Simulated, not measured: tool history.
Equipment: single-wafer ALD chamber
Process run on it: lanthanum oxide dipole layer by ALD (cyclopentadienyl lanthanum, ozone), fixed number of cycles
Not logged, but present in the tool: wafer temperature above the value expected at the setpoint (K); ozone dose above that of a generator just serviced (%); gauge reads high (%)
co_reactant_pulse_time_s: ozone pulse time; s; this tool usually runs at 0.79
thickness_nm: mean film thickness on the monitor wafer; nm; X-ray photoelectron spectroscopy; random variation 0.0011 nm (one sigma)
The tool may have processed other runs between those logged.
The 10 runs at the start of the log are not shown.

run,hour,co_reactant_pulse_time_s,wafers since the last listed run,hours since the last thermocouple change,hours since the last ozone generator service,hours since the showerhead was replaced,hours since the gauge calibration,"read-back reference wafer on the same gauge, thickness_nm",thickness_nm
11,224,0.79,254,931.5,459.8,15.2,265.4,0.468,0.433
12,248.3,0.79,478,955.8,484.1,39.5,289.7,0.468,0.434
13,261.3,0.79,256,968.8,497.1,52.5,302.7,0.468,0.432
14,295.1,0.72,665,1002.6,530.9,86.3,336.5,0.468,0.396
15,307.5,0.79,244,1015,543.3,98.7,348.9,0.468,0.432
# hour 364.3: thermocouple changed; heater temperature recalibrated
16,405.6,0.79,1775,41.3,641.4,196.8,447,0.468,0.429
17,430.1,0.93,482,65.8,665.9,221.3,471.5,0.468,0.477
18,531.9,0.61,2005,167.6,767.7,323.1,573.3,0.468,0.32
19,544.3,0.79,244,180,780.1,335.5,585.7,0.468,0.425
# hour 553.4: gauge calibrated
20,559.6,0.79,301,195.3,795.4,350.8,6.2,0.468,0.428
21,571.8,0.79,240,207.5,807.6,363,18.4,0.468,0.427
22,599.2,0.51,539,234.9,835,390.4,45.8,0.468,0.225
23,632.2,0.88,650,267.9,868,423.4,78.8,0.468,0.459
24,656.3,0.89,474,292,892.1,447.5,102.9,0.468,0.461
# hour 675.2: ozone generator serviced
25,682.6,0.6,360,318.3,7.4,473.8,129.2,0.468,0.328
26,715.6,1.06,650,351.3,40.4,506.8,162.2,0.468,0.513
27,797.6,0.79,1615,433.3,122.4,588.8,244.2,0.468,0.438
28,812.3,0.5,289,448,137.1,603.5,258.9,0.468,0.225
29,841.6,1.03,577,477.3,166.4,632.8,288.2,0.468,0.506
30,856.1,0.65,285,491.8,180.9,647.3,302.7,0.468,0.361
31,888.8,0.89,644,524.5,213.6,680,335.4,0.468,0.472
32,917.1,0.79,557,552.8,241.9,708.3,363.7,0.468,0.437
33,930.9,0.63,271,566.6,255.7,722.1,377.5,0.468,0.344

Forecast each of these 5 alternatives for the next run:
A,931.3,0.79,7,567,256.1,722.5,377.9,?,?
B,931.3,0.94,7,567,256.1,722.5,377.9,?,?
C,931.3,1.01,7,567,256.1,722.5,377.9,?,?
D,931.3,0.47,7,567,256.1,722.5,377.9,?,?
E,931.3,0.95,7,567,256.1,722.5,377.9,?,?

run,"read-back reference wafer on the same gauge, thickness_nm",thickness_nm
A,0.468,0.434
B,0.468,0.484
C,0.468,0.499
D,0.468,0.187
E,0.468,0.486
Stripped of hidden state, with their random variation kept, the same runs would have yielded:
run,thickness_nm
A,0.441
B,0.489
C,0.504
D,0.192
E,0.492

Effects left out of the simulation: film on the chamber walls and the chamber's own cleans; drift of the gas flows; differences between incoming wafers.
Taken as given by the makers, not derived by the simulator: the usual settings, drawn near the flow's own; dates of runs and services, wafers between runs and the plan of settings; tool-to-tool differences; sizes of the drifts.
